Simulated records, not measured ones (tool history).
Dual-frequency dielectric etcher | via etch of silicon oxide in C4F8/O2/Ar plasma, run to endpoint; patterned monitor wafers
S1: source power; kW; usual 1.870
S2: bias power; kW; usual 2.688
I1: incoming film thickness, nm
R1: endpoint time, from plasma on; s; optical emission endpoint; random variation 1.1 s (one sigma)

{"run": 1, "hour": 0.0, "S1": 1.87, "S2": 2.688, "I1": 1927.5, "R1": 384.2}
{"run": 2, "hour": 7.4, "S1": 1.87, "S2": 2.263, "I1": 1915.4, "R1": 401.1}
{"run": 3, "hour": 22.7, "S1": 1.87, "S2": 2.263, "I1": 1898.2, "R1": 399.0}
{"run": 4, "hour": 37.6, "S1": 2.11, "S2": 2.688, "I1": 1910.5, "R1": 368.2}
{"run": 5, "hour": 46.8, "S1": 2.11, "S2": 2.688, "I1": 1896.9, "R1": 366.7}
{"run": 6, "hour": 57.2, "S1": 1.87, "S2": 2.688, "I1": 1923.3, "R1": 384.1}
{"hour": 94.1, "done": "wet clean of the chamber"}
{"run": 7, "hour": 94.6, "S1": 1.87, "S2": 2.688, "I1": 1930.5, "R1": 378.8}
{"run": 8, "hour": 95.0, "S1": 1.87, "S2": 2.688, "I1": 1925.1, "R1": 378.3}
{"run": 9, "hour": 103.0, "S1": 1.69, "S2": 2.203, "I1": 1937.4, "R1": 415.9}
{"run": 10, "hour": 120.9, "S1": 1.87, "S2": 2.688, "I1": 1922.3, "R1": 380.4}
{"run": 11, "hour": 132.3, "S1": 1.87, "S2": 2.688, "I1": 1911.1, "R1": 376.0}
{"hour": 140.9, "done": "source power generator calibrated"}
{"run": 12, "hour": 147.5, "S1": 2.14, "S2": 2.439, "I1": 1937.0, "R1": 376.6}
{"hour": 163.0, "done": "bias power generator calibrated"}
{"hour": 183.2, "done": "upper electrode replaced"}
{"run": 13, "hour": 194.3, "S1": 2.05, "S2": 3.147, "I1": 1920.8, "R1": 351.8}
{"run": 14, "hour": 204.8, "S1": 1.48, "S2": 2.272, "I1": 1920.7, "R1": 430.4}
{"run": 15, "hour": 213.5, "S1": 1.87, "S2": 2.22, "I1": 1913.3, "R1": 404.3}
{"run": 16, "hour": 220.4, "S1": 2.21, "S2": 2.688, "I1": 1928.1, "R1": 363.8}
{"run": 17, "hour": 234.5, "S1": 1.53, "S2": 3.113, "I1": 1894.6, "R1": 381.9}

Forecast each of these 5 alternatives for the next run:
{"run": "A", "hour": 235.0, "S1": 1.87, "S2": 2.688, "I1": 1924.1, "R1": "?"}
{"run": "B", "hour": 235.0, "S1": 1.87, "S2": 3.311, "I1": 1924.1, "R1": "?"}
{"run": "C", "hour": 235.0, "S1": 1.87, "S2": 3.29, "I1": 1924.1, "R1": "?"}
{"run": "D", "hour": 235.0, "S1": 2.04, "S2": 2.093, "I1": 1924.1, "R1": "?"}
{"run": "E", "hour": 235.0, "S1": 1.44, "S2": 2.338, "I1": 1924.1, "R1": "?"}

run=A R1=383.0
run=B R1=359.3
run=C R1=360.0
run=D R1=400.7
run=E R1=432.1
Without the tool's hidden state the same runs would have given:
run=A R1=377.9
run=B R1=354.5
run=C R1=355.2
run=D R1=395.4
run=E R1=426.4

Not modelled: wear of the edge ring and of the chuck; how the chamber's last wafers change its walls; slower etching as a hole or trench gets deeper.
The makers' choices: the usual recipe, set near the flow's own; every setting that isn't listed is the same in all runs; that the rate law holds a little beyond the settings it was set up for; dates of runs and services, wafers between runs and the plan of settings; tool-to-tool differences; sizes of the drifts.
